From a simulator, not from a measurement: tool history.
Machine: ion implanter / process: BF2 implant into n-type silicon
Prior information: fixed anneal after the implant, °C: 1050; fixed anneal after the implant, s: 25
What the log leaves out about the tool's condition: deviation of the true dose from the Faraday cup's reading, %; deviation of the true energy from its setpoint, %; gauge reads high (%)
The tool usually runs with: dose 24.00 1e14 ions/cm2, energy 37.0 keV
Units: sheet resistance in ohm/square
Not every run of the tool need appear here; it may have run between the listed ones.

run    hour   dose  energy  wafers since the last listed run  hours since the last dose calibration  hours since the extraction supply was calibrated  hours since the gauge calibration  read-back reference wafer on the same gauge, sheet resistance  sheet resistance
  1     0.0  24.00    34.0                                 0                                  142.3                                             464.9                              495.8                                                          96.16             84.99
  2    70.8  18.66    42.0                              1046                                  213.1                                             535.7                              566.6                                                          96.14             84.30
  3   178.2  18.66    42.0                              1587                                  320.5                                             643.1                              674.0                                                          96.19             83.69
  4   232.7  18.66    42.0                               805                                  375.0                                             697.6                              728.5                                                          96.15             83.77
  5   305.5  24.00    37.0                              1076                                  447.8                                             770.4                              801.3                                                          96.07             81.87
  6   405.1  24.00    37.0                              1472                                  547.4                                             870.0                              900.9                                                          96.07             81.82
  7   512.1  24.00    37.0                              1581                                  654.4                                             977.0                             1007.9                                                          96.11             82.05
  8   573.9  24.00    37.0                               913                                  716.2                                            1038.8                             1069.7                                                          96.03             81.79
  9   630.5  24.00    40.0                               836                                  772.8                                            1095.4                             1126.3                                                          96.09             79.66
 10   703.3  24.00    40.0                              1076                                  845.6                                            1168.2                             1199.1                                                          96.05             79.28
 11   980.8  24.00    40.0                              4102                                 1123.1                                            1445.7                             1476.6                                                          96.20             79.08
 12  1075.5  27.69    37.0                              1400                                 1217.8                                            1540.4                             1571.3                                                          96.10             79.66
 13  1162.3  27.69    37.0                              1283                                 1304.6                                            1627.2                             1658.1                                                          96.06             79.35
 14  1256.0  27.74    28.5                              1385                                 1398.3                                            1720.9                             1751.8                                                          96.07             87.93
     1347.5  -- extraction supply calibrated
 15  1356.6  17.15    26.5                              1369                                 1498.9                                               9.1                             1852.4                                                          96.16            100.80
 16  1459.8  18.41    46.0                              1525                                 1602.1                                             112.3                             1955.6                                                          96.12             82.63
 17  1560.9  30.98    47.0                              1494                                 1703.2                                             213.4                             2056.7                                                          96.09             71.29
 18  1617.9  16.84    37.0                               842                                 1760.2                                             270.4                             2113.7                                                          96.07             91.24
 19  1682.9  27.60    46.5                               960                                 1825.2                                             335.4                             2178.7                                                          96.10             72.43
     1839.9  -- gauge calibrated
     1856.2  -- Faraday cup replaced and dose calibrated
 20  1939.3  21.25    24.5                              3672                                   83.1                                             591.8                               99.4                                                          95.98             97.65
 21  2008.4  17.00    49.5                              1021                                  152.2                                             660.9                              168.5                                                          95.99             82.81
 22  2109.8  24.00    37.0                              1499                                  253.6                                             762.3                              269.9                                                          96.10             82.17
 23  2202.8  27.60    46.5                              1374                                  346.6                                             855.3                              362.9                                                          96.02             72.26
 24  2272.6  21.67    31.5                              1031                                  416.4                                             925.1                              432.7                                                          96.01             88.65
 25  2334.4  28.74    24.0                               913                                  478.2                                             986.9                              494.5                                                          96.10             93.42
 26  2405.9  28.75    26.5                              1057                                  549.7                                            1058.4                              566.0                                                          96.11             90.16
 27  2473.5  30.98    47.0                               999                                  617.3                                            1126.0                              633.6                                                          96.09             70.09
 28  2541.8  19.37    47.0                              1009                                  685.6                                            1194.3                              701.9                                                          96.12             79.90
 29  2610.1  18.83    25.0                              1009                                  753.9                                            1262.6                              770.2                                                          96.11             98.81

Hidden condition of the tool, last listed run before each entry between runs versus first listed run after:
Between runs 14 and 15: extraction supply calibrated (hour 1347.5)
  deviation of the true energy from its setpoint, %: 3.76 -> 0.0536
  what was measured, less what the result would be without the hidden state, sheet resistance: -1.15 -> -0.02 ohm/square
Between runs 19 and 20: gauge calibrated (hour 1839.9); Faraday cup replaced and dose calibrated (hour 1856.2)
  deviation of the true energy from its setpoint, %: 1.63 -> 2.43
  what was measured, less what the result would be without the hidden state, sheet resistance: -0.55 -> -0.75 ohm/square

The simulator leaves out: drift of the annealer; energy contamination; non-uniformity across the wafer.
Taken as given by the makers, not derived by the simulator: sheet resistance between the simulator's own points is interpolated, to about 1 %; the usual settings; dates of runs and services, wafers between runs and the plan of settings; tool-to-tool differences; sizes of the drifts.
